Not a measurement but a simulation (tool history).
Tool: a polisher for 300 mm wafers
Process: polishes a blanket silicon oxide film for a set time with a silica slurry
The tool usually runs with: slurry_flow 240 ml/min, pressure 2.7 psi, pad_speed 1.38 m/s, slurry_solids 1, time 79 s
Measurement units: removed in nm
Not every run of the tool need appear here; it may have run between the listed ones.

| run | hour | slurry_flow | pressure | pad_speed | slurry_solids | time | incoming thickness of the incoming film, nm | removed |
|---|---|---|---|---|---|---|---|---|
| 1 | 0 | 205 | 2.7 | 1.38 | 1 | 79 | 1690.2 | 189.7 |
|  | 31.4 | worn pad replaced by a new one |
|  | 39.8 | conditioning disc replaced and pad reconditioned |
| 2 | 70.4 | 205 | 2.7 | 1.38 | 1 | 79 | 1658.3 | 191.1 |
|  | 94 | slurry blender recalibrated |
| 3 | 113.5 | 240 | 2.7 | 1.38 | 1 | 79 | 1658.7 | 192.6 |
| 4 | 152.6 | 240 | 2.7 | 1.38 | 1 | 79 | 1681.2 | 193.8 |
| 5 | 203.4 | 240 | 2.7 | 1.38 | 1 | 79 | 1690.7 | 193.2 |
| 6 | 260.4 | 240 | 2.7 | 1.38 | 1 | 79 | 1643.1 | 193.1 |
| 7 | 288.5 | 240 | 2.4 | 1.38 | 1 | 79 | 1690.6 | 175.4 |
|  | 309.3 | slurry nozzle cleaned |
| 8 | 316.9 | 240 | 2.7 | 1.38 | 1 | 79 | 1679.1 | 197.1 |
|  | 333.6 | worn pad replaced by a new one |
|  | 354.2 | conditioning disc replaced and pad reconditioned |
| 9 | 357.3 | 240 | 2.7 | 1.38 | 1 | 79 | 1652.5 | 193.7 |
|  | 396.9 | slurry blender recalibrated |
| 10 | 420.2 | 240 | 3 | 1.38 | 1 | 91 | 1667.7 | 248.1 |
|  | 458.6 | head pressure recalibrated |
| 11 | 477.1 | 240 | 2.7 | 1.38 | 1 | 79 | 1691.8 | 194.5 |
| 12 | 528.9 | 160 | 2.7 | 1.16 | 1 | 79 | 1682.3 | 157.3 |
| 13 | 554 | 240 | 2.7 | 1.38 | 1 | 79 | 1685.4 | 193.4 |
| 14 | 622.9 | 240 | 3.2 | 1.38 | 1 | 79 | 1635.2 | 228.7 |
|  | 635.2 | worn pad replaced by a new one |
| 15 | 658.9 | 240 | 3.5 | 1.38 | 1 | 79 | 1666.1 | 251.6 |
|  | 661.4 | conditioning disc replaced and pad reconditioned |
| 16 | 710 | 240 | 2.7 | 1.38 | 1 | 79 | 1662.1 | 194.8 |
| 17 | 754.3 | 240 | 2.7 | 1.64 | 1 | 79 | 1678.8 | 223.5 |
|  | 776.1 | slurry blender recalibrated |
|  | 805.1 | slurry nozzle cleaned |
| 18 | 823 | 240 | 2.7 | 1.38 | 1 | 102 | 1638 | 250.8 |
| 19 | 881 | 160 | 2.7 | 1.16 | 1 | 79 | 1695.3 | 158.7 |
| 20 | 916.4 | 240 | 3.5 | 1.38 | 1 | 103 | 1681.9 | 325.9 |
|  | 947 | worn pad replaced by a new one |
| 21 | 970 | 300 | 2.7 | 1.38 | 0.8 | 69 | 1690 | 148.7 |
| 22 | 997.2 | 190 | 2.7 | 1.38 | 0.8 | 79 | 1666.9 | 160.2 |
|  | 1028 | conditioning disc replaced and pad reconditioned |
| 23 | 1063.4 | 240 | 3.3 | 1.38 | 1 | 79 | 1697.9 | 236 |
|  | 1131.5 | slurry blender recalibrated |
|  | 1142.9 | head pressure recalibrated |
| 24 | 1194.2 | 165 | 3.5 | 1.8 | 1 | 58 | 1664.8 | 212.5 |

5 ways to go on from here, each from the tool as it stands after run 24. What would each give?
| A | 1194.6 | 240 | 2.7 | 1.38 | 1 | 79 | 1701.2 | ? |
| B | 1194.6 | 305 | 2.7 | 1.38 | 1.15 | 79 | 1701.2 | ? |
| C | 1194.6 | 270 | 2.7 | 1.38 | 1.15 | 79 | 1701.2 | ? |
| D | 1194.6 | 195 | 3.5 | 1.38 | 1.1 | 65 | 1701.2 | ? |
| E | 1194.6 | 285 | 2.7 | 1.38 | 1 | 96 | 1701.2 | ? |

| run | removed |
|---|---|
| A | 195.1 |
| B | 216.5 |
| C | 214 |
| D | 212.2 |
| E | 241.6 |
Without the tool's hidden state the same runs would have given:
| run | removed |
|---|---|
| A | 195.1 |
| B | 216.5 |
| C | 214 |
| D | 212.2 |
| E | 241.6 |
